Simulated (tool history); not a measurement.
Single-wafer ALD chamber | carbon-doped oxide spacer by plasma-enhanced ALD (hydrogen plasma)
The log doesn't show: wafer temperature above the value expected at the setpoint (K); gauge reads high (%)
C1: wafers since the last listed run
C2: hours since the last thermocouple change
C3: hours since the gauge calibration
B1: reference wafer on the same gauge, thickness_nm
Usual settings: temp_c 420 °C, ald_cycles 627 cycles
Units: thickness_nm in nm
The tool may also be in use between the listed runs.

run 1 hour=0.0 | temp_c=420 ald_cycles=679 | C1=0 C2=1147.0 C3=35.2 | B1=32.318 | thickness_nm=33.293
run 2 hour=104.2 | temp_c=420 ald_cycles=679 | C1=77 C2=1251.2 C3=139.4 | B1=32.313 | thickness_nm=33.185
run 3 hour=143.9 | temp_c=420 ald_cycles=679 | C1=29 C2=1290.9 C3=179.1 | B1=32.255 | thickness_nm=33.171
run 4 hour=190.3 | temp_c=416 ald_cycles=676 | C1=34 C2=1337.3 C3=225.5 | B1=32.314 | thickness_nm=33.655
run 5 hour=278.4 | temp_c=416 ald_cycles=676 | C1=65 C2=1425.4 C3=313.6 | B1=32.288 | thickness_nm=33.669
run 6 hour=386.1 | temp_c=416 ald_cycles=676 | C1=80 C2=1533.1 C3=421.3 | B1=32.316 | thickness_nm=33.742
run 7 hour=425.1 | temp_c=420 ald_cycles=627 | C1=29 C2=1572.1 C3=460.3 | B1=32.292 | thickness_nm=30.609
-- hour=508.6 thermocouple changed; heater temperature recalibrated
run 8 hour=513.2 | temp_c=420 ald_cycles=627 | C1=59 C2=4.6 C3=548.4 | B1=32.263 | thickness_nm=30.088
run 9 hour=573.4 | temp_c=420 ald_cycles=627 | C1=44 C2=64.8 C3=608.6 | B1=32.272 | thickness_nm=30.241
run 10 hour=650.1 | temp_c=420 ald_cycles=627 | C1=57 C2=141.5 C3=685.3 | B1=32.320 | thickness_nm=30.138
run 11 hour=691.3 | temp_c=420 ald_cycles=627 | C1=30 C2=182.7 C3=726.5 | B1=32.255 | thickness_nm=30.051
run 12 hour=785.3 | temp_c=411 ald_cycles=627 | C1=69 C2=276.7 C3=820.5 | B1=32.382 | thickness_nm=31.226
run 13 hour=866.2 | temp_c=425 ald_cycles=627 | C1=60 C2=357.6 C3=901.4 | B1=32.212 | thickness_nm=29.457
run 14 hour=939.6 | temp_c=409 ald_cycles=582 | C1=54 C2=431.0 C3=974.8 | B1=32.263 | thickness_nm=28.927
run 15 hour=1029.1 | temp_c=409 ald_cycles=582 | C1=66 C2=520.5 C3=1064.3 | B1=32.399 | thickness_nm=29.034
run 16 hour=1073.0 | temp_c=409 ald_cycles=582 | C1=32 C2=564.4 C3=1108.2 | B1=32.320 | thickness_nm=28.859
run 17 hour=1149.7 | temp_c=420 ald_cycles=627 | C1=57 C2=641.1 C3=1184.9 | B1=32.293 | thickness_nm=30.082
-- hour=1191.9 thermocouple changed; heater temperature recalibrated, repeated, since the last time left the tool worse
run 18 hour=1249.9 | temp_c=420 ald_cycles=627 | C1=68 C2=58.0 C3=1285.1 | B1=32.284 | thickness_nm=30.784
run 19 hour=1417.3 | temp_c=420 ald_cycles=627 | C1=124 C2=225.4 C3=1452.5 | B1=32.343 | thickness_nm=30.909
run 20 hour=1458.5 | temp_c=424 ald_cycles=627 | C1=30 C2=266.6 C3=1493.7 | B1=32.316 | thickness_nm=30.277
run 21 hour=1547.3 | temp_c=430 ald_cycles=521 | C1=66 C2=355.4 C3=1582.5 | B1=32.326 | thickness_nm=24.523
run 22 hour=1619.2 | temp_c=428 ald_cycles=659 | C1=53 C2=427.3 C3=1654.4 | B1=32.299 | thickness_nm=31.273
run 23 hour=1692.2 | temp_c=420 ald_cycles=627 | C1=54 C2=500.3 C3=1727.4 | B1=32.335 | thickness_nm=30.738
run 24 hour=1794.6 | temp_c=415 ald_cycles=584 | C1=76 C2=602.7 C3=1829.8 | B1=32.329 | thickness_nm=29.305
run 25 hour=1877.7 | temp_c=427 ald_cycles=580 | C1=61 C2=685.8 C3=1912.9 | B1=32.260 | thickness_nm=27.525
run 26 hour=1956.8 | temp_c=424 ald_cycles=518 | C1=58 C2=764.9 C3=1992.0 | B1=32.318 | thickness_nm=25.156
run 27 hour=2038.1 | temp_c=420 ald_cycles=698 | C1=60 C2=846.2 C3=2073.3 | B1=32.310 | thickness_nm=34.155
run 28 hour=2096.5 | temp_c=433 ald_cycles=705 | C1=43 C2=904.6 C3=2131.7 | B1=32.272 | thickness_nm=32.676
-- hour=2148.0 gauge calibrated
run 29 hour=2198.0 | temp_c=424 ald_cycles=518 | C1=75 C2=1006.1 C3=50.0 | B1=32.313 | thickness_nm=25.042
run 30 hour=2277.9 | temp_c=420 ald_cycles=627 | C1=59 C2=1086.0 C3=129.9 | B1=32.297 | thickness_nm=30.749
run 31 hour=2374.7 | temp_c=432 ald_cycles=691 | C1=71 C2=1182.8 C3=226.7 | B1=32.317 | thickness_nm=32.201
run 32 hour=2546.7 | temp_c=420 ald_cycles=714 | C1=127 C2=1354.8 C3=398.7 | B1=32.314 | thickness_nm=34.851
run 33 hour=2633.1 | temp_c=413 ald_cycles=547 | C1=64 C2=1441.2 C3=485.1 | B1=32.333 | thickness_nm=27.210
run 34 hour=2723.5 | temp_c=420 ald_cycles=742 | C1=67 C2=1531.6 C3=575.5 | B1=32.399 | thickness_nm=36.491
-- hour=2738.3 thermocouple changed; heater temperature recalibrated
run 35 hour=2803.2 | temp_c=424 ald_cycles=627 | C1=53 C2=64.9 C3=655.2 | B1=32.308 | thickness_nm=30.492
run 36 hour=2870.8 | temp_c=420 ald_cycles=677 | C1=50 C2=132.5 C3=722.8 | B1=32.298 | thickness_nm=33.365
run 37 hour=2935.2 | temp_c=415 ald_cycles=584 | C1=47 C2=196.9 C3=787.2 | B1=32.278 | thickness_nm=29.209
run 38 hour=3025.9 | temp_c=425 ald_cycles=528 | C1=67 C2=287.6 C3=877.9 | B1=32.307 | thickness_nm=25.414
run 39 hour=3079.2 | temp_c=434 ald_cycles=692 | C1=39 C2=340.9 C3=931.2 | B1=32.319 | thickness_nm=32.334
run 40 hour=3181.0 | temp_c=420 ald_cycles=627 | C1=75 C2=442.7 C3=1033.0 | B1=32.342 | thickness_nm=30.811

5 ways to go on from here, each from the tool as it stands after run 40. What would each give?
run A hour=3182.4 | temp_c=405 ald_cycles=627 | C1=1 C2=444.1 C3=1034.4 | B1=? | thickness_nm=?
run B hour=3182.4 | temp_c=409 ald_cycles=577 | C1=1 C2=444.1 C3=1034.4 | B1=? | thickness_nm=?
run C hour=3182.4 | temp_c=420 ald_cycles=711 | C1=1 C2=444.1 C3=1034.4 | B1=? | thickness_nm=?
run D hour=3182.4 | temp_c=414 ald_cycles=503 | C1=1 C2=444.1 C3=1034.4 | B1=? | thickness_nm=?
run E hour=3182.4 | temp_c=433 ald_cycles=538 | C1=1 C2=444.1 C3=1034.4 | B1=? | thickness_nm=?

run=A B1=32.380 thickness_nm=32.412
run=B B1=32.380 thickness_nm=29.414
run=C B1=32.380 thickness_nm=34.845
run=D B1=32.380 thickness_nm=25.191
run=E B1=32.380 thickness_nm=25.115
Without the tool's hidden state the same runs would have given:
run=A thickness_nm=32.530
run=B thickness_nm=29.523
run=C thickness_nm=34.979
run=D thickness_nm=25.286
run=E thickness_nm=25.216

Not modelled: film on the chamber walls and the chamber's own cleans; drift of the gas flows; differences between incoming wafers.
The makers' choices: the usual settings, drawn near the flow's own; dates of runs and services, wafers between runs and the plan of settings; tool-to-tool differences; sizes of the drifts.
